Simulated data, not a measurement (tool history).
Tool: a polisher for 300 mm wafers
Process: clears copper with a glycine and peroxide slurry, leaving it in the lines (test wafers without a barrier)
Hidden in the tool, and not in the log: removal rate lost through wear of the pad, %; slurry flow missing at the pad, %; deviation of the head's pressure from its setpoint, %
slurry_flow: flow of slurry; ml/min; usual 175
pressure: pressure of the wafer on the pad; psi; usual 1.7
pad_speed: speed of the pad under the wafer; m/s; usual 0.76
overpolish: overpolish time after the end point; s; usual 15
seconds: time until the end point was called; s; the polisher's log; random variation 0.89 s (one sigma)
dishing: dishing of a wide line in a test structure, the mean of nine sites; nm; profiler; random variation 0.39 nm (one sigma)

run   hour  slurry_flow  pressure  pad_speed  overpolish  wafers since the last listed run  wafers polished on this pad  hours since the slurry nozzle was cleaned  hours since the head pressure was calibrated  incoming thickness of the incoming film, nm  seconds  dishing
  1    0.0          175       1.7       0.82          15                                 0                          782                                      433.8                                         769.8                                        347.5     90.1     39.1
  2   20.3          175       1.4       0.76          22                               212                          995                                      454.1                                         790.1                                        340.3    106.8     45.6
  3   46.6          175       1.4       0.76          22                               275                         1271                                      480.4                                         816.4                                        343.1    105.6     45.3
      53.3  -- worn pad replaced by a new one
  4   64.3          175       1.9       0.76          15                               143                          115                                      498.1                                         834.1                                        345.2     87.9     39.2
  5   87.1          175       1.9       0.76          15                               239                          354                                      520.9                                         856.9                                        343.3     87.6     41.1
  6  100.5          175       1.7       0.76          15                               140                          494                                      534.3                                         870.3                                        346.5     96.6     37.0
  7  120.0          175       1.7       0.76          15                               204                          699                                      553.8                                         889.8                                        349.4     95.4     36.6
  8  132.6          175       1.7       0.76          15                               132                          831                                      566.4                                         902.4                                        343.0     94.4     37.0
  9  155.8          175       1.7       0.76          15                               243                         1074                                      589.6                                         925.6                                        346.9     94.4     37.0
 10  190.4          175       1.7       0.76          15                               362                         1437                                      624.2                                         960.2                                        347.9     95.8     38.4
     210.0  -- worn pad replaced by a new one
 11  216.6          175       1.7       0.76          15                               232                           69                                      650.4                                         986.4                                        345.2     94.0     37.3
 12  249.9          175       2.0       0.76          15                               349                          418                                      683.7                                        1019.7                                        344.5     83.6     42.1
     276.3  -- head pressure recalibrated
 13  282.7          175       1.7       0.76          15                               323                          741                                      716.5                                           6.4                                        338.9     96.7     35.9
 14  300.4          175       1.7       0.76          15                               185                          926                                      734.2                                          24.1                                        345.8    100.8     35.7
 15  316.4          175       1.7       0.76          15                               167                         1094                                      750.2                                          40.1                                        347.8    100.2     35.7
     333.4  -- worn pad replaced by a new one, of another model than before
 16  335.4          230       1.3       0.76          21                               157                           21                                      769.2                                          59.1                                        343.8    105.1     46.7
 17  352.5          215       1.5       0.52           9                               179                          200                                      786.3                                          76.2                                        341.4    119.0     18.6
     358.1  -- slurry nozzle cleaned
 18  375.1          210       1.9       0.98          11                               226                          426                                       17.0                                          98.8                                        348.0     81.4     32.6
 19  405.6          175       1.7       0.76          15                               319                          746                                       47.5                                         129.3                                        351.5    101.7     34.9
 20  424.2          125       1.7       0.76          21                               195                          941                                       66.1                                         147.9                                        339.4    109.6     43.3
 21  454.6          175       1.7       0.76          15                               318                         1260                                       96.5                                         178.3                                        346.1     99.1     35.3
     460.0  -- worn pad replaced by a new one
 22  481.2          125       1.1       0.90          23                               237                          221                                      123.1                                         204.9                                        339.1    113.9     45.3
 23  498.1          175       1.7       0.92          15                               177                          399                                      140.0                                         221.8                                        344.4     89.7     38.7
 24  524.6          175       1.7       0.56          15                               277                          677                                      166.5                                         248.3                                        340.9    114.7     31.1
 25  545.8          155       1.7       0.88          11                               222                          899                                      187.7                                         269.5                                        345.9     95.2     27.7
 26  559.5          130       1.1       0.92          15                               143                         1043                                      201.4                                         283.2                                        346.1    112.5     31.2
 27  584.5          175       2.1       0.94          15                               262                         1305                                      226.4                                         308.2                                        343.7     80.6     43.1
     612.0  -- worn pad replaced by a new one
 28  612.5          215       1.2       0.96          22                               251                            5                                      254.4                                         336.2                                        338.7     92.1     51.8
 29  628.4          145       1.7       0.76          10                               166                          172                                      270.3                                         352.1                                        344.9    103.3     23.7
 30  658.6          155       1.7       0.88          11                               316                          488                                      300.5                                         382.3                                        343.6     93.8     28.2

Forecast each of these 4 alternatives for the next run:
  A  659.1          175       2.3       0.76          15                                 5                          494                                      301.0                                         382.8                                        346.7        ?        ?
  B  659.1          190       1.7       0.64          15                                 5                          494                                      301.0                                         382.8                                        346.7        ?        ?
  C  659.1          230       2.0       0.76          15                                 5                          494                                      301.0                                         382.8                                        346.7        ?        ?
  D  659.1          160       1.4       0.90           7                                 5                          494                                      301.0                                         382.8                                        346.7        ?        ?

run  seconds  dishing
  A     87.2     39.8
  B    105.0     33.6
  C     87.8     39.5
  D     97.2     17.7
Without the tool's hidden state the same runs would have given:
run  seconds  dishing
  A     89.3     38.9
  B    107.4     33.0
  C     89.9     38.6
  D     99.5     17.3
